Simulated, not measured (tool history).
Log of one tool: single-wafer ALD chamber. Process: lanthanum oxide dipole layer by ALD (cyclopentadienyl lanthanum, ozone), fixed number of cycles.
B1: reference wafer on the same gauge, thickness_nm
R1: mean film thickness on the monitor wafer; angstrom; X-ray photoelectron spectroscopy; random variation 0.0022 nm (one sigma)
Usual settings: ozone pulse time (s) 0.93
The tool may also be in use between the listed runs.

Run 1, hour 0.0: usual settings; B1 0.435. Result: R1 4.57 angstrom.
Run 2, hour 17.3: usual settings; B1 0.435. Result: R1 4.53 angstrom.
Run 3, hour 24.1: usual settings but ozone pulse time (s) 1.14; B1 0.435. Result: R1 5.01 angstrom.
Run 4, hour 34.5: usual settings; B1 0.436. Result: R1 4.50 angstrom.
Run 5, hour 43.9: usual settings; B1 0.435. Result: R1 4.49 angstrom.
Run 6, hour 58.9: usual settings but ozone pulse time (s) 1.20; B1 0.435. Result: R1 5.06 angstrom.
Run 7, hour 64.9: usual settings but ozone pulse time (s) 1.20; B1 0.435. Result: R1 5.00 angstrom.
Run 8, hour 79.8: usual settings but ozone pulse time (s) 1.20; B1 0.434. Result: R1 4.96 angstrom.
Run 9, hour 95.3: usual settings; B1 0.436. Result: R1 4.37 angstrom.
Run 10, hour 104.6: usual settings; B1 0.436. Result: R1 4.32 angstrom.
Run 11, hour 121.9: usual settings; B1 0.435. Result: R1 4.27 angstrom.
Run 12, hour 128.6: usual settings; B1 0.435. Result: R1 4.29 angstrom.
Run 13, hour 161.7: usual settings but ozone pulse time (s) 1.11; B1 0.435. Result: R1 4.62 angstrom.
At hour 194.7: showerhead replaced.
At hour 197.9: thermocouple changed; heater temperature recalibrated.
At hour 201.1: ozone generator serviced.
Run 14, hour 201.6: usual settings but ozone pulse time (s) 1.22; B1 0.435. Result: R1 5.73 angstrom.
Run 15, hour 201.9: usual settings but ozone pulse time (s) 0.59; B1 0.435. Result: R1 4.25 angstrom.
Run 16, hour 205.6: usual settings but ozone pulse time (s) 1.06; B1 0.435. Result: R1 5.51 angstrom.
At hour 207.8: gauge calibrated.
Run 17, hour 222.2: usual settings; B1 0.436. Result: R1 5.28 angstrom.
Run 18, hour 231.3: usual settings but ozone pulse time (s) 0.71; B1 0.435. Result: R1 4.71 angstrom.
Run 19, hour 240.8: usual settings; B1 0.435. Result: R1 5.28 angstrom.
Run 20, hour 256.8: usual settings but ozone pulse time (s) 0.73; B1 0.435. Result: R1 4.81 angstrom.
Run 21, hour 284.9: usual settings but ozone pulse time (s) 0.69; B1 0.435. Result: R1 4.62 angstrom.
Run 22, hour 302.6: usual settings but ozone pulse time (s) 0.76; B1 0.434. Result: R1 4.84 angstrom.
Run 23, hour 315.9: usual settings but ozone pulse time (s) 0.76; B1 0.434. Result: R1 4.86 angstrom.
Run 24, hour 332.8: usual settings but ozone pulse time (s) 1.12; B1 0.435. Result: R1 5.56 angstrom.
Run 25, hour 350.2: usual settings but ozone pulse time (s) 1.26; B1 0.435. Result: R1 5.79 angstrom.

Forecast each of these 4 alternatives for the next run:
Run A, hour 350.6: usual settings; B1 ?. Result: R1 ?.
Run B, hour 350.6: usual settings but ozone pulse time (s) 1.18; B1 ?. Result: R1 ?.
Run C, hour 350.6: usual settings but ozone pulse time (s) 0.66; B1 ?. Result: R1 ?.
Run D, hour 350.6: usual settings but ozone pulse time (s) 0.63; B1 ?. Result: R1 ?.

run     B1    R1
  A  0.435  5.29
  B  0.435  5.70
  C  0.435  4.53
  D  0.435  4.42
Without the tool's hidden state the same runs would have given:
run    R1
  A  5.32
  B  5.72
  C  4.57
  D  4.46
